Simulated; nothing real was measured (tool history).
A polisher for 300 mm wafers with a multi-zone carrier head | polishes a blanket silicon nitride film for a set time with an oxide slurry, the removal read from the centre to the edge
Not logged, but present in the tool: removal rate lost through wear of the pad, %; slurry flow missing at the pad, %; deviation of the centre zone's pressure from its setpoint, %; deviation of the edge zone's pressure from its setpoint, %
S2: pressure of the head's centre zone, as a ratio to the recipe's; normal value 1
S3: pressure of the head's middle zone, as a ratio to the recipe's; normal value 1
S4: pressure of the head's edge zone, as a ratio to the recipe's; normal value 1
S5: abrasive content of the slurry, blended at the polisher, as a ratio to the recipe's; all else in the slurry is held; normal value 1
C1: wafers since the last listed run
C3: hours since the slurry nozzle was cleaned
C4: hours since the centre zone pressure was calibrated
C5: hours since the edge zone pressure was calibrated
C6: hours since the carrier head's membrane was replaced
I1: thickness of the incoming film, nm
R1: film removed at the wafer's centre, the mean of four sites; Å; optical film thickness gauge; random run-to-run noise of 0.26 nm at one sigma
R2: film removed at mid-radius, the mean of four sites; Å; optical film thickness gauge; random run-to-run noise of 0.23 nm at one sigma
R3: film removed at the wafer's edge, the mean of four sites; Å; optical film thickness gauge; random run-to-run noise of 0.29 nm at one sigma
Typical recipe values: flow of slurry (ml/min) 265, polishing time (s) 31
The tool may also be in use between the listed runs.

Run 1, hour 0: usual settings but S5 0.9; C1 0; wafers polished on this pad 127; C3 396.4; C4 38.6; C5 557.2; C6 641.9; I1 588.7. Result: R1 260 Å, R2 300 Å, R3 312 Å.
At hour 8.2: slurry nozzle cleaned.
Run 2, hour 17.3: usual settings but S5 0.9; C1 302; wafers polished on this pad 430; C3 9.1; C4 55.9; C5 574.5; C6 659.2; I1 573.7. Result: R1 259 Å, R2 303 Å, R3 310 Å.
Run 3, hour 29.3: usual settings but polishing time (s) 35; C1 223; wafers polished on this pad 653; C3 21.1; C4 67.9; C5 586.5; C6 671.2; I1 573.4. Result: R1 314 Å, R2 371 Å, R3 383 Å.
Run 4, hour 39.6: usual settings; C1 191; wafers polished on this pad 844; C3 31.4; C4 78.2; C5 596.8; C6 681.5; I1 576.7. Result: R1 282 Å, R2 330 Å, R3 341 Å.
At hour 51.4: centre zone pressure recalibrated, repeated, since the last time left the tool worse.
Run 5, hour 53.8: usual settings; C1 226; wafers polished on this pad 1071; C3 45.6; C4 2.4; C5 611; C6 695.7; I1 575. Result: R1 322 Å, R2 329 Å, R3 336 Å.
Run 6, hour 60.7: usual settings; C1 128; wafers polished on this pad 1199; C3 52.5; C4 9.3; C5 617.9; C6 702.6; I1 572. Result: R1 323 Å, R2 327 Å, R3 339 Å.
At hour 69.5: worn pad replaced by a new one.
Run 7, hour 70: usual settings but S2 1.07, polishing time (s) 39; C1 98; wafers polished on this pad 9; C3 61.8; C4 18.6; C5 627.2; C6 711.9; I1 577.5. Result: R1 429 Å, R2 410 Å, R3 422 Å.
At hour 77.9: carrier head's membrane replaced by a new one.
Run 8, hour 80.9: usual settings but S2 1.04, S4 0.96; C1 109; wafers polished on this pad 118; C3 72.7; C4 29.5; C5 638.1; C6 3; I1 585.5. Result: R1 331 Å, R2 330 Å, R3 336 Å.
Run 9, hour 95.8: usual settings; C1 276; wafers polished on this pad 395; C3 87.6; C4 44.4; C5 653; C6 17.9; I1 586.8. Result: R1 319 Å, R2 332 Å, R3 337 Å.
Run 10, hour 109.6: usual settings but flow of slurry (ml/min) 355, S5 1.15; C1 256; wafers polished on this pad 652; C3 101.4; C4 58.2; C5 666.8; C6 31.7; I1 577.8. Result: R1 358 Å, R2 373 Å, R3 377 Å.
Run 11, hour 121.1: usual settings but flow of slurry (ml/min) 315; C1 213; wafers polished on this pad 865; C3 112.9; C4 69.7; C5 678.3; C6 43.2; I1 591.9. Result: R1 325 Å, R2 331 Å, R3 342 Å.
Run 12, hour 131.1: usual settings; C1 185; wafers polished on this pad 1051; C3 122.9; C4 79.7; C5 688.3; C6 53.2; I1 580.9. Result: R1 323 Å, R2 330 Å, R3 336 Å.
Run 13, hour 140.2: usual settings but flow of slurry (ml/min) 320, S4 1.08, polishing time (s) 22; C1 169; wafers polished on this pad 1220; C3 132; C4 88.8; C5 697.4; C6 62.3; I1 576.7. Result: R1 231 Å, R2 237 Å, R3 247 Å.
At hour 146.4: edge zone pressure recalibrated.
Run 14, hour 153.6: usual settings but S4 1.03; C1 211; wafers polished on this pad 1432; C3 145.4; C4 102.2; C5 7.2; C6 75.7; I1 591.8. Result: R1 321 Å, R2 326 Å, R3 346 Å.
At hour 160.7: worn pad replaced by a new one.
Run 15, hour 173.1: usual settings but S5 1.2; C1 288; wafers polished on this pad 229; C3 164.9; C4 121.7; C5 26.7; C6 95.2; I1 592.6. Result: R1 362 Å, R2 369 Å, R3 377 Å.
Run 16, hour 186.2: usual settings but S4 1.09; C1 243; wafers polished on this pad 473; C3 178; C4 134.8; C5 39.8; C6 108.3; I1 579.2. Result: R1 323 Å, R2 331 Å, R3 357 Å.
Run 17, hour 197.2: usual settings but flow of slurry (ml/min) 235, S5 0.9; C1 204; wafers polished on this pad 677; C3 189; C4 145.8; C5 50.8; C6 119.3; I1 574.6. Result: R1 298 Å, R2 302 Å, R3 312 Å.
Run 18, hour 213.8: usual settings but S2 1.07, S3 0.94, S4 0.94, polishing time (s) 27; C1 308; wafers polished on this pad 986; C3 205.6; C4 162.4; C5 67.4; C6 135.9; I1 585.6. Result: R1 298 Å, R2 275 Å, R3 288 Å.
Run 19, hour 224.5: usual settings but flow of slurry (ml/min) 185, S2 1.06, S5 1.2; C1 198; wafers polished on this pad 1185; C3 216.3; C4 173.1; C5 78.1; C6 146.6; I1 590.4. Result: R1 366 Å, R2 358 Å, R3 372 Å.
At hour 235.7: worn pad replaced by a new one.
Run 20, hour 240.3: usual settings but S5 0.8; C1 219; wafers polished on this pad 84; C3 232.1; C4 188.9; C5 93.9; C6 162.4; I1 576.6. Result: R1 267 Å, R2 274 Å, R3 278 Å.
Run 21, hour 250.8: usual settings but flow of slurry (ml/min) 170, S2 0.91, S3 0.92, polishing time (s) 26; C1 195; wafers polished on this pad 279; C3 242.6; C4 199.4; C5 104.4; C6 172.9; I1 586.3. Result: R1 239 Å, R2 250 Å, R3 276 Å.

4 options for the next run, each taken on its own from the tool as it stands now. Forecast them:
Run A, hour 251.2: usual settings but S5 0.75; C1 7; wafers polished on this pad 287; C3 243; C4 199.8; C5 104.8; C6 173.3; I1 581.4. Result: R1 ?, R2 ?, R3 ?.
Run B, hour 251.2: usual settings but S2 1.06, S3 1.1, S4 1.07, polishing time (s) 22; C1 7; wafers polished on this pad 287; C3 243; C4 199.8; C5 104.8; C6 173.3; I1 581.4. Result: R1 ?, R2 ?, R3 ?.
Run C, hour 251.2: usual settings but S3 1.05; C1 7; wafers polished on this pad 287; C3 243; C4 199.8; C5 104.8; C6 173.3; I1 581.4. Result: R1 ?, R2 ?, R3 ?.
Run D, hour 251.2: usual settings but polishing time (s) 40; C1 7; wafers polished on this pad 287; C3 243; C4 199.8; C5 104.8; C6 173.3; I1 581.4. Result: R1 ?, R2 ?, R3 ?.

run   R1   R2   R3
  A  253  257  265
  B  242  253  249
  C  324  343  339
  D  418  424  438
With the hidden condition removed and each run's random variation left untouched, the same runs would have given:
run   R1   R2   R3
  A  253  257  265
  B  241  253  249
  C  324  343  339
  D  417  424  438
